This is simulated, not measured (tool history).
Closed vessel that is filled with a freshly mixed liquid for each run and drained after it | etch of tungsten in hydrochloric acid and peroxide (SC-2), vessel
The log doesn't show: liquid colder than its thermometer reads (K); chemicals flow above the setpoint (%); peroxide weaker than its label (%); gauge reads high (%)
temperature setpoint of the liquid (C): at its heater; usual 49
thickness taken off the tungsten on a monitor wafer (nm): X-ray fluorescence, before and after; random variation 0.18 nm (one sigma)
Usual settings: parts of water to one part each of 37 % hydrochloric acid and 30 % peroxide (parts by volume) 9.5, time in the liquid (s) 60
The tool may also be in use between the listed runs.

run	hour	temperature setpoint of the liquid (C)	parts of water to one part each of 37 % hydrochloric acid and 30 % peroxide (parts by volume)	time in the liquid (s)	wafers since the last listed run	hours since the thermometer was replaced	hours since the chemicals flow meter was replaced	hours since the drum of peroxide was connected	hours since the gauge calibration	read-back film thickness of the tungsten reference wafer, read on the same gauge (nm)	thickness taken off the tungsten on a monitor wafer (nm)
1	0	49	7.5	60	0	2287.1	839.3	398.2	351.9	39.98	24.38
2	7.9	49	7.5	60	590	2295	847.2	406.1	359.8	40	24.55
3	17.9	49	7.5	60	747	2305	857.2	416.1	369.8	40.01	24.55
4	35.6	49	9.5	60	1323	2322.7	874.9	433.8	387.5	40.03	20.53
5	76.6	49	9.5	60	3066	2363.7	915.9	474.8	428.5	40.01	20.07
6	93.8	49	8.5	80	1286	2380.9	933.1	492	445.7	39.99	30.11
7	106.9	42.5	6.5	60	979	2394	946.2	505.1	458.8	39.98	17.58
# hour 120.6: gauge calibrated
8	124.7	42.5	6.5	60	1331	2411.8	964	522.9	4.1	40	17.58
9	137.7	42.5	6.5	60	972	2424.8	977	535.9	17.1	39.99	18.02
10	147.8	49	9.5	60	755	2434.9	987.1	546	27.2	40.04	20.16
11	159.6	54.5	6.5	45	882	2446.7	998.9	557.8	39	40.04	29.79
12	176.1	49	9.5	60	1233	2463.2	1015.4	574.3	55.5	40.01	20.71
# hour 181.2: thermometer replaced
13	185.6	53	6.5	40	635	4.4	1024.9	583.8	65	40	24.22
14	195.7	49	14.5	60	755	14.5	1035	593.9	75.1	40.02	14.52
15	211.2	40.5	12	90	1159	30	1050.5	609.4	90.6	40	14.3
16	220.2	49	11	90	673	39	1059.5	618.4	99.6	40.02	27.33
17	229.6	49	9.5	60	702	48.4	1068.9	627.8	109	40.01	20.79
# hour 236.9: chemicals flow meter replaced
18	242.8	49	9.5	60	912	61.6	5.9	641	122.2	40.03	18.94
# hour 244.2: new drum of peroxide connected
19	253.7	49	9.5	60	740	72.5	16.8	9.5	133.1	40	18.95
20	264.8	55	13.5	40	830	83.6	27.9	20.6	144.2	40.01	13.71
21	281.3	49	9.5	60	1233	100.1	44.4	37.1	160.7	39.98	19.04
22	294.3	49	12	70	972	113.1	57.4	50.1	173.7	39.98	18.2
23	308.8	49	9.5	60	1084	127.6	71.9	64.6	188.2	39.99	19.34
24	325.8	56.5	9.5	75	1271	144.6	88.9	81.6	205.2	40	39.14
25	343.4	52.5	5.5	60	1316	162.2	106.5	99.2	222.8	39.99	36.49

Run 26 comes next. What will it give?
26	357.8	49	9.5	60	1076	176.6	120.9	113.6	237.2	?	?

read-back film thickness of the tungsten reference wafer, read on the same gauge (nm): 40.01
thickness taken off the tungsten on a monitor wafer (nm): 19.44
Without the tool's hidden state the same run would have given thickness taken off the tungsten on a monitor wafer (nm) 18.98.
